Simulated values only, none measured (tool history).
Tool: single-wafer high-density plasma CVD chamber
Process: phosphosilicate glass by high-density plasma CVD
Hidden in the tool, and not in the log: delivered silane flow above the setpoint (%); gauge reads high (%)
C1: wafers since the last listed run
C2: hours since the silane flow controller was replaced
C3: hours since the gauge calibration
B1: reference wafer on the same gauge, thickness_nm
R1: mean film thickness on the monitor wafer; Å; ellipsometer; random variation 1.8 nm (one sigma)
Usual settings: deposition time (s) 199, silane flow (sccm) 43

{"run": 1, "hour": 0.0, "deposition time (s)": 199, "silane flow (sccm)": 43, "C1": 0, "C2": 1672.5, "C3": 312.1, "B1": 1049.727, "R1": 8649.3}
{"run": 2, "hour": 11.7, "deposition time (s)": 199, "silane flow (sccm)": 43, "C1": 109, "C2": 1684.2, "C3": 323.8, "B1": 1049.993, "R1": 8648.15}
{"run": 3, "hour": 27.0, "deposition time (s)": 199, "silane flow (sccm)": 43, "C1": 143, "C2": 1699.5, "C3": 339.1, "B1": 1049.218, "R1": 8658.68}
{"run": 4, "hour": 51.2, "deposition time (s)": 199, "silane flow (sccm)": 47, "C1": 226, "C2": 1723.7, "C3": 363.3, "B1": 1050.891, "R1": 9120.81}
{"run": 5, "hour": 63.3, "deposition time (s)": 199, "silane flow (sccm)": 47, "C1": 113, "C2": 1735.8, "C3": 375.4, "B1": 1049.347, "R1": 9115.97}
{"run": 6, "hour": 77.0, "deposition time (s)": 199, "silane flow (sccm)": 41, "C1": 128, "C2": 1749.5, "C3": 389.1, "B1": 1049.795, "R1": 8433.06}
{"run": 7, "hour": 88.7, "deposition time (s)": 199, "silane flow (sccm)": 45, "C1": 109, "C2": 1761.2, "C3": 400.8, "B1": 1049.753, "R1": 8885.67}
{"run": 8, "hour": 95.6, "deposition time (s)": 230, "silane flow (sccm)": 43, "C1": 64, "C2": 1768.1, "C3": 407.7, "B1": 1049.549, "R1": 9972.42}
{"run": 9, "hour": 107.6, "deposition time (s)": 230, "silane flow (sccm)": 43, "C1": 112, "C2": 1780.1, "C3": 419.7, "B1": 1049.654, "R1": 10031.28}
{"run": 10, "hour": 123.7, "deposition time (s)": 230, "silane flow (sccm)": 43, "C1": 150, "C2": 1796.2, "C3": 435.8, "B1": 1049.666, "R1": 10011.95}
{"run": 11, "hour": 132.4, "deposition time (s)": 199, "silane flow (sccm)": 46, "C1": 81, "C2": 1804.9, "C3": 444.5, "B1": 1050.277, "R1": 9012.86}
{"run": 12, "hour": 140.8, "deposition time (s)": 199, "silane flow (sccm)": 46, "C1": 78, "C2": 1813.3, "C3": 452.9, "B1": 1050.998, "R1": 9028.94}
{"run": 13, "hour": 148.3, "deposition time (s)": 199, "silane flow (sccm)": 46, "C1": 70, "C2": 1820.8, "C3": 460.4, "B1": 1050.73, "R1": 9008.38}
{"run": 14, "hour": 156.5, "deposition time (s)": 199, "silane flow (sccm)": 43, "C1": 76, "C2": 1829.0, "C3": 468.6, "B1": 1050.763, "R1": 8649.96}
{"run": 15, "hour": 168.5, "deposition time (s)": 176, "silane flow (sccm)": 43, "C1": 112, "C2": 1841.0, "C3": 480.6, "B1": 1050.265, "R1": 7656.38}
{"run": 16, "hour": 184.6, "deposition time (s)": 176, "silane flow (sccm)": 43, "C1": 150, "C2": 1857.1, "C3": 496.7, "B1": 1050.175, "R1": 7646.04}
{"run": 17, "hour": 192.6, "deposition time (s)": 199, "silane flow (sccm)": 43, "C1": 74, "C2": 1865.1, "C3": 504.7, "B1": 1049.474, "R1": 8663.58}
{"run": 18, "hour": 203.8, "deposition time (s)": 199, "silane flow (sccm)": 43, "C1": 104, "C2": 1876.3, "C3": 515.9, "B1": 1049.423, "R1": 8652.32}
{"run": 19, "hour": 220.9, "deposition time (s)": 199, "silane flow (sccm)": 43, "C1": 160, "C2": 1893.4, "C3": 533.0, "B1": 1049.769, "R1": 8680.6}
{"run": 20, "hour": 236.2, "deposition time (s)": 199, "silane flow (sccm)": 43, "C1": 143, "C2": 1908.7, "C3": 548.3, "B1": 1050.962, "R1": 8648.51}
{"run": 21, "hour": 244.2, "deposition time (s)": 199, "silane flow (sccm)": 43, "C1": 74, "C2": 1916.7, "C3": 556.3, "B1": 1048.915, "R1": 8652.14}
{"run": 22, "hour": 257.1, "deposition time (s)": 199, "silane flow (sccm)": 43, "C1": 120, "C2": 1929.6, "C3": 569.2, "B1": 1049.701, "R1": 8643.41}
{"run": 23, "hour": 265.3, "deposition time (s)": 199, "silane flow (sccm)": 43, "C1": 76, "C2": 1937.8, "C3": 577.4, "B1": 1051.319, "R1": 8670.86}
{"run": 24, "hour": 275.1, "deposition time (s)": 199, "silane flow (sccm)": 43, "C1": 91, "C2": 1947.6, "C3": 587.2, "B1": 1050.043, "R1": 8662.48}
{"run": 25, "hour": 285.9, "deposition time (s)": 226, "silane flow (sccm)": 46, "C1": 101, "C2": 1958.4, "C3": 598.0, "B1": 1049.911, "R1": 10199.41}
{"run": 26, "hour": 292.6, "deposition time (s)": 222, "silane flow (sccm)": 52, "C1": 62, "C2": 1965.1, "C3": 604.7, "B1": 1050.257, "R1": 10786.43}
{"run": 27, "hour": 307.5, "deposition time (s)": 161, "silane flow (sccm)": 46, "C1": 139, "C2": 1980.0, "C3": 619.6, "B1": 1050.878, "R1": 7270.22}
{"hour": 307.6, "done": "gauge calibrated"}
{"run": 28, "hour": 319.7, "deposition time (s)": 222, "silane flow (sccm)": 36, "C1": 114, "C2": 1992.2, "C3": 12.1, "B1": 1048.649, "R1": 8782.71}
{"hour": 336.3, "done": "silane flow controller replaced"}
{"run": 29, "hour": 337.4, "deposition time (s)": 216, "silane flow (sccm)": 43, "C1": 90, "C2": 1.1, "C3": 29.8, "B1": 1049.493, "R1": 9678.78}
{"run": 30, "hour": 354.8, "deposition time (s)": 183, "silane flow (sccm)": 37, "C1": 162, "C2": 18.5, "C3": 47.2, "B1": 1050.425, "R1": 7566.11}
{"run": 31, "hour": 364.5, "deposition time (s)": 163, "silane flow (sccm)": 47, "C1": 90, "C2": 28.2, "C3": 56.9, "B1": 1051.351, "R1": 7679.4}
{"run": 32, "hour": 371.7, "deposition time (s)": 173, "silane flow (sccm)": 34, "C1": 67, "C2": 35.4, "C3": 64.1, "B1": 1050.641, "R1": 6820.4}
{"run": 33, "hour": 377.9, "deposition time (s)": 218, "silane flow (sccm)": 36, "C1": 58, "C2": 41.6, "C3": 70.3, "B1": 1049.964, "R1": 8849.23}
{"run": 34, "hour": 394.4, "deposition time (s)": 199, "silane flow (sccm)": 43, "C1": 154, "C2": 58.1, "C3": 86.8, "B1": 1049.299, "R1": 8902.11}
{"run": 35, "hour": 410.8, "deposition time (s)": 220, "silane flow (sccm)": 47, "C1": 153, "C2": 74.5, "C3": 103.2, "B1": 1050.741, "R1": 10305.24}
{"run": 36, "hour": 420.5, "deposition time (s)": 164, "silane flow (sccm)": 43, "C1": 90, "C2": 84.2, "C3": 112.9, "B1": 1050.044, "R1": 7298.91}
{"run": 37, "hour": 433.1, "deposition time (s)": 176, "silane flow (sccm)": 43, "C1": 117, "C2": 96.8, "C3": 125.5, "B1": 1049.481, "R1": 7854.75}
{"run": 38, "hour": 441.2, "deposition time (s)": 199, "silane flow (sccm)": 43, "C1": 75, "C2": 104.9, "C3": 133.6, "B1": 1049.31, "R1": 8913.81}
{"run": 39, "hour": 458.6, "deposition time (s)": 215, "silane flow (sccm)": 37, "C1": 162, "C2": 122.3, "C3": 151.0, "B1": 1049.174, "R1": 8814.04}
{"run": 40, "hour": 490.8, "deposition time (s)": 168, "silane flow (sccm)": 43, "C1": 301, "C2": 154.5, "C3": 183.2, "B1": 1048.753, "R1": 7490.32}
{"run": 41, "hour": 504.0, "deposition time (s)": 199, "silane flow (sccm)": 39, "C1": 123, "C2": 167.7, "C3": 196.4, "B1": 1049.473, "R1": 8396.93}
{"run": 42, "hour": 518.4, "deposition time (s)": 175, "silane flow (sccm)": 39, "C1": 134, "C2": 182.1, "C3": 210.8, "B1": 1050.806, "R1": 7358.54}
{"run": 43, "hour": 533.9, "deposition time (s)": 180, "silane flow (sccm)": 43, "C1": 145, "C2": 197.6, "C3": 226.3, "B1": 1051.013, "R1": 7984.53}
{"run": 44, "hour": 551.5, "deposition time (s)": 222, "silane flow (sccm)": 52, "C1": 164, "C2": 215.2, "C3": 243.9, "B1": 1051.245, "R1": 11016.14}
{"run": 45, "hour": 558.6, "deposition time (s)": 199, "silane flow (sccm)": 43, "C1": 66, "C2": 222.3, "C3": 251.0, "B1": 1050.092, "R1": 8842.43}
{"run": 46, "hour": 588.6, "deposition time (s)": 234, "silane flow (sccm)": 43, "C1": 280, "C2": 252.3, "C3": 281.0, "B1": 1050.656, "R1": 10381.91}

Hidden state at the last listed run before each entry between runs and at the first one after, where it differs:
Between runs 27 and 28: gauge calibrated (hour 307.6)
  delivered silane flow above the setpoint (%): -5.61 -> -5.62
  measured less the result without the state, R1: -237.72 -> -287.50 Å
Between runs 28 and 29: silane flow controller replaced (hour 336.3)
  delivered silane flow above the setpoint (%): -5.62 -> -0.345
  measured less the result without the state, R1: -287.50 -> -18.88 Å

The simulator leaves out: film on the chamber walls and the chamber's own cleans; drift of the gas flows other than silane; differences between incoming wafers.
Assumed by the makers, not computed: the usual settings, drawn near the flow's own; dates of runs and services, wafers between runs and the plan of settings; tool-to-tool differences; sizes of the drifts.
